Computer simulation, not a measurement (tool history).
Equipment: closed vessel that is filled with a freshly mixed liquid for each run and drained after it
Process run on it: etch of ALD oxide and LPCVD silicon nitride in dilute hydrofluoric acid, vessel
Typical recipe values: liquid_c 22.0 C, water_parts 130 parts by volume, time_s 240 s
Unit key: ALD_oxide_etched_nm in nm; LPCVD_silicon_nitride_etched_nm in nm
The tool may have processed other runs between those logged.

run   hour  liquid_c  water_parts  time_s  wafers since the last listed run  hours since the thermometer was replaced  hours since the hydrofluoric acid flow meter was replaced  hours since the gauge calibration  read-back film thickness of the ALD oxide reference wafer, read on the same gauge (nm)  read-back film thickness of the LPCVD silicon nitride reference wafer, read on the same gauge (nm)  ALD_oxide_etched_nm  LPCVD_silicon_nitride_etched_nm
  1    0.0      26.0          130     240                                 0                                    2328.4                                                      841.2                              574.0                                                                                  119.99                                                                                             109.998                25.23                            0.916
  2   13.6      26.0          130     240                              1069                                    2342.0                                                      854.8                              587.6                                                                                  120.03                                                                                             110.003                25.19                            0.897
      21.2  -- hydrofluoric acid flow meter replaced
  3   24.8      20.5          130     240                               802                                    2353.2                                                        3.6                              598.8                                                                                  119.99                                                                                             110.003                22.05                            0.670
  4   39.1      23.5          110     375                              1124                                    2367.5                                                       17.9                              613.1                                                                                  120.01                                                                                             110.016                47.38                            1.615
  5   55.7      22.0          130     155                              1305                                    2384.1                                                       34.5                              629.7                                                                                  120.01                                                                                             110.003                15.01                            0.493
  6   68.7      22.0           85     190                              1022                                    2397.1                                                       47.5                              642.7                                                                                  120.01                                                                                             110.025                29.84                            0.955
  7   76.0      18.5           85     185                               574                                    2404.4                                                       54.8                              650.0                                                                                  119.99                                                                                             110.025                25.31                            0.718
      82.9  -- thermometer replaced
  8   86.8      22.0          130     145                               770                                       3.9                                                       65.6                              660.8                                                                                  119.98                                                                                             110.003                14.00                            0.465
  9  101.8      23.5          130     240                              1179                                      18.9                                                       80.6                              675.8                                                                                  120.00                                                                                             110.011                24.79                            0.836
     112.1  -- gauge calibrated
 10  119.6      22.0          130     240                              1400                                      36.7                                                       98.4                                7.5                                                                                  120.02                                                                                             110.013                22.98                            0.785
 11  135.3      22.0           85     240                              1234                                      52.4                                                      114.1                               23.2                                                                                  120.00                                                                                             109.982                37.32                            1.181
 12  167.0      22.0          130     240                              2493                                      84.1                                                      145.8                               54.9                                                                                  120.00                                                                                             109.999                23.03                            0.778
 13  178.2      22.0          130     240                               880                                      95.3                                                      157.0                               66.1                                                                                  120.00                                                                                             109.996                23.06                            0.803
 14  188.9      27.0          100     160                               841                                     106.0                                                      167.7                               76.8                                                                                  120.01                                                                                             109.989                24.95                            0.912
 15  235.2      22.0          110     380                              3641                                     152.3                                                      214.0                              123.1                                                                                  119.99                                                                                             109.985                43.69                            1.414
 16  252.0      25.0          110     285                              1321                                     169.1                                                      230.8                              139.9                                                                                  120.02                                                                                             109.992                36.90                            1.291
 17  265.5      22.0          130     240                              1061                                     182.6                                                      244.3                              153.4                                                                                  119.97                                                                                             110.012                22.80                            0.767
 18  276.1      26.0          150     240                               833                                     193.2                                                      254.9                              164.0                                                                                  120.01                                                                                             110.002                22.69                            0.860
 19  293.7      22.0          110     195                              1384                                     210.8                                                      272.5                              181.6                                                                                  120.00                                                                                             110.013                22.37                            0.699
 20  310.7      22.0          130     240                              1337                                     227.8                                                      289.5                              198.6                                                                                  119.99                                                                                             110.014                22.53                            0.760
 21  327.9      26.0          150     240                              1352                                     245.0                                                      306.7                              215.8                                                                                  119.99                                                                                             110.003                22.59                            0.861
 22  370.2      26.5           95     100                              3327                                     287.3                                                      349.0                              258.1                                                                                  119.99                                                                                             110.034                15.86                            0.591
 23  385.1      25.5          130     240                              1171                                     302.2                                                      363.9                              273.0                                                                                  119.99                                                                                             110.017                25.73                            0.920
 24  402.6      22.0          130     240                              1376                                     319.7                                                      381.4                              290.5                                                                                  119.97                                                                                             110.002                22.42                            0.694
 25  408.7      22.0          130     355                               479                                     325.8                                                      387.5                              296.6                                                                                  120.02                                                                                             110.001                33.36                            1.100
 26  418.3      22.0          145     240                               755                                     335.4                                                      397.1                              306.2                                                                                  119.97                                                                                             109.987                19.84                            0.658
 27  436.1      24.0          165     140                              1400                                     353.2                                                      414.9                              324.0                                                                                  119.96                                                                                             109.999                10.67                            0.387

Predict each of these 3 candidate next runs independently; none follows another, all start after run 27:
  A  436.8      22.0          130     240                                55                                     353.9                                                      415.6                              324.7                                                                                       ?                                                                                                   ?                    ?                                ?
  B  436.8      22.0          130     285                                55                                     353.9                                                      415.6                              324.7                                                                                       ?                                                                                                   ?                    ?                                ?
  C  436.8      18.5          130     240                                55                                     353.9                                                      415.6                              324.7                                                                                       ?                                                                                                   ?                    ?                                ?

run  read-back film thickness of the ALD oxide reference wafer, read on the same gauge (nm)  read-back film thickness of the LPCVD silicon nitride reference wafer, read on the same gauge (nm)  ALD_oxide_etched_nm  LPCVD_silicon_nitride_etched_nm
  A                                                                                  120.05                                                                                             110.000                22.30                            0.729
  B                                                                                  120.05                                                                                             110.000                26.48                            0.865
  C                                                                                  120.05                                                                                             110.000                19.39                            0.576
The same runs, with their run-to-run variation unchanged, on a tool lacking any hidden condition would have given:
run  ALD_oxide_etched_nm  LPCVD_silicon_nitride_etched_nm
  A                23.58                            0.764
  B                28.00                            0.907
  C                20.48                            0.604

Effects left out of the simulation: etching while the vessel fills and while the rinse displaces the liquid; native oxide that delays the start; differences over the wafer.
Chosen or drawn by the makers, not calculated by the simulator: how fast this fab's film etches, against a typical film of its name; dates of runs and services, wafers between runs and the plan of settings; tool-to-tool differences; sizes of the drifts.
